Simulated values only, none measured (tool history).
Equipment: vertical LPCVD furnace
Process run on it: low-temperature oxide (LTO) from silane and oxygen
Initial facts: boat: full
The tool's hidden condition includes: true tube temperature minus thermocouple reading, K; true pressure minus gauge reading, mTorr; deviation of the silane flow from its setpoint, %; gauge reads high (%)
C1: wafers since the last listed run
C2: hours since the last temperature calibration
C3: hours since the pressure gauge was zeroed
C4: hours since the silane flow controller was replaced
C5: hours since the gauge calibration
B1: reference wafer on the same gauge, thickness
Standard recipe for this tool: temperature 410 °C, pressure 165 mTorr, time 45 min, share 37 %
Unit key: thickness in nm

Run 1, hour 0: usual settings but share 31 %; C1 0; C2 3021.5; C3 3788; C4 4711.1; C5 583.1; B1 274.56. Result: thickness 246.17 nm.
Run 2, hour 25.8: usual settings but share 31 %; C1 587; C2 3047.3; C3 3813.8; C4 4736.9; C5 608.9; B1 274.01. Result: thickness 246.55 nm.
Run 3, hour 61.7: usual settings but share 43 %; C1 817; C2 3083.2; C3 3849.7; C4 4772.8; C5 644.8; B1 273.96. Result: thickness 370.11 nm.
Run 4, hour 80.1: usual settings but share 43 %; C1 418; C2 3101.6; C3 3868.1; C4 4791.2; C5 663.2; B1 274.06. Result: thickness 372.28 nm.
At hour 130.4: silane flow controller replaced.
Run 5, hour 130.9: usual settings; C1 610; C2 3152.4; C3 3918.9; C4 0.5; C5 714; B1 273.64. Result: thickness 312.69 nm.
Run 6, hour 134.6: usual settings; C1 84; C2 3156.1; C3 3922.6; C4 4.2; C5 717.7; B1 273.87. Result: thickness 314.95 nm.
At hour 163: thermocouples replaced and temperature profile calibrated.
Run 7, hour 163.5: usual settings; C1 111; C2 0.5; C3 3951.5; C4 33.1; C5 746.6; B1 274.02. Result: thickness 297.15 nm.
At hour 164: gauge calibrated.
Run 8, hour 167.5: usual settings; C1 91; C2 4.5; C3 3955.5; C4 37.1; C5 3.5; B1 274.44. Result: thickness 296.97 nm.
Run 9, hour 201.7: usual settings but pressure 125 mTorr; C1 778; C2 38.7; C3 3989.7; C4 71.3; C5 37.7; B1 274.04. Result: thickness 225.54 nm.
Run 10, hour 234.1: usual settings but share 40 %; C1 737; C2 71.1; C3 4022.1; C4 103.7; C5 70.1; B1 274.23. Result: thickness 327.8 nm.
Run 11, hour 267.6: usual settings; C1 762; C2 104.6; C3 4055.6; C4 137.2; C5 103.6; B1 273.56. Result: thickness 299 nm.
Run 12, hour 289.7: usual settings but temperature 419 °C, pressure 200 mTorr; C1 503; C2 126.7; C3 4077.7; C4 159.3; C5 125.7; B1 273.99. Result: thickness 398.64 nm.
Run 13, hour 323.1: usual settings but temperature 418 °C; C1 760; C2 160.1; C3 4111.1; C4 192.7; C5 159.1; B1 274.04. Result: thickness 324.06 nm.
Run 14, hour 357.2: usual settings but pressure 200 mTorr, share 30 %; C1 776; C2 194.2; C3 4145.2; C4 226.8; C5 193.2; B1 273.68. Result: thickness 271.47 nm.
Run 15, hour 377.9: usual settings but temperature 421 °C, pressure 180 mTorr, time 56 min, share 43 %; C1 471; C2 214.9; C3 4165.9; C4 247.5; C5 213.9; B1 273.8. Result: thickness 539.04 nm.
At hour 424.7: pressure gauge zeroed.
Run 16, hour 425.2: usual settings but share 30 %; C1 530; C2 262.2; C3 0.5; C4 294.8; C5 261.2; B1 274.72. Result: thickness 222.84 nm.
Run 17, hour 428.9: usual settings; C1 84; C2 265.9; C3 4.2; C4 298.5; C5 264.9; B1 274.5. Result: thickness 296.49 nm.
Run 18, hour 457.9: usual settings but temperature 414 °C, pressure 185 mTorr; C1 660; C2 294.9; C3 33.2; C4 327.5; C5 293.9; B1 273.56. Result: thickness 351 nm.
Run 19, hour 471.6: usual settings but temperature 414 °C, pressure 125 mTorr, share 31 %; C1 311; C2 308.6; C3 46.9; C4 341.2; C5 307.6; B1 273.9. Result: thickness 186.8 nm.
Run 20, hour 518.4: usual settings but time 55.5 min, share 33 %; C1 1065; C2 355.4; C3 93.7; C4 388; C5 354.4; B1 274.07. Result: thickness 315.87 nm.
Run 21, hour 541.3: usual settings; C1 521; C2 378.3; C3 116.6; C4 410.9; C5 377.3; B1 274.09. Result: thickness 297.59 nm.
Run 22, hour 575.4: usual settings but time 50 min, share 30 %; C1 776; C2 412.4; C3 150.7; C4 445; C5 411.4; B1 274.15. Result: thickness 249.05 nm.
Run 23, hour 601.7: usual settings; C1 598; C2 438.7; C3 177; C4 471.3; C5 437.7; B1 273.81. Result: thickness 295.86 nm.
Run 24, hour 614.3: usual settings; C1 286; C2 451.3; C3 189.6; C4 483.9; C5 450.3; B1 273.39. Result: thickness 298.67 nm.
Run 25, hour 647.7: usual settings but temperature 416 °C, time 57 min, share 44 %; C1 760; C2 484.7; C3 223; C4 517.3; C5 483.7; B1 273.8. Result: thickness 487.16 nm.
Run 26, hour 668.2: usual settings; C1 466; C2 505.2; C3 243.5; C4 537.8; C5 504.2; B1 273.71. Result: thickness 297.24 nm.
Run 27, hour 691.2: usual settings but temperature 420 °C, pressure 180 mTorr, time 55 min, share 33 %; C1 523; C2 528.2; C3 266.5; C4 560.8; C5 527.2; B1 273.78. Result: thickness 381.92 nm.
Run 28, hour 708.9: usual settings but temperature 416 °C, pressure 195 mTorr, time 53.5 min, share 43 %; C1 402; C2 545.9; C3 284.2; C4 578.5; C5 544.9; B1 274.13. Result: thickness 528.09 nm.
Run 29, hour 728.9: usual settings; C1 455; C2 565.9; C3 304.2; C4 598.5; C5 564.9; B1 273.86. Result: thickness 299.42 nm.
Run 30, hour 762.9: usual settings but temperature 420 °C, pressure 190 mTorr, time 51.5 min, share 39 %; C1 773; C2 599.9; C3 338.2; C4 632.5; C5 598.9; B1 274.1. Result: thickness 467.25 nm.

Pick out some run-to-run changes in thickness. Of each, how much would a tool without hidden state show as well, from the settings, what came in and chance, and how much is left for the hidden state and any gauge scatter not in both results compared?
Run 2 -> 3: share 31 -> 43. thickness +123.56 nm: hidden state +5.18, all else +118.38.
Run 4 -> 5: share 43 -> 37, silane flow controller replaced. thickness -59.59 nm: hidden state -1.79, all else -57.8.
Run 6 -> 7: thermocouples replaced and temperature profile calibrated. thickness -17.8 nm: hidden state -16.17, all else -1.63.
Run 14 -> 15: temperature 410 -> 421, pressure 200 -> 180, time 45 -> 56, share 30 -> 43. thickness +267.57 nm: hidden state +0.59, all else +266.98.
Run 15 -> 16: temperature 421 -> 410, pressure 180 -> 165, time 56 -> 45, share 43 -> 30, pressure gauge zeroed. thickness -316.2 nm: hidden state -0.69, all else -315.51.
Run 28 -> 29: temperature 416 -> 410, pressure 195 -> 165, time 53.5 -> 45, share 43 -> 37. thickness -228.67 nm: hidden state -0.73, all else -227.94.
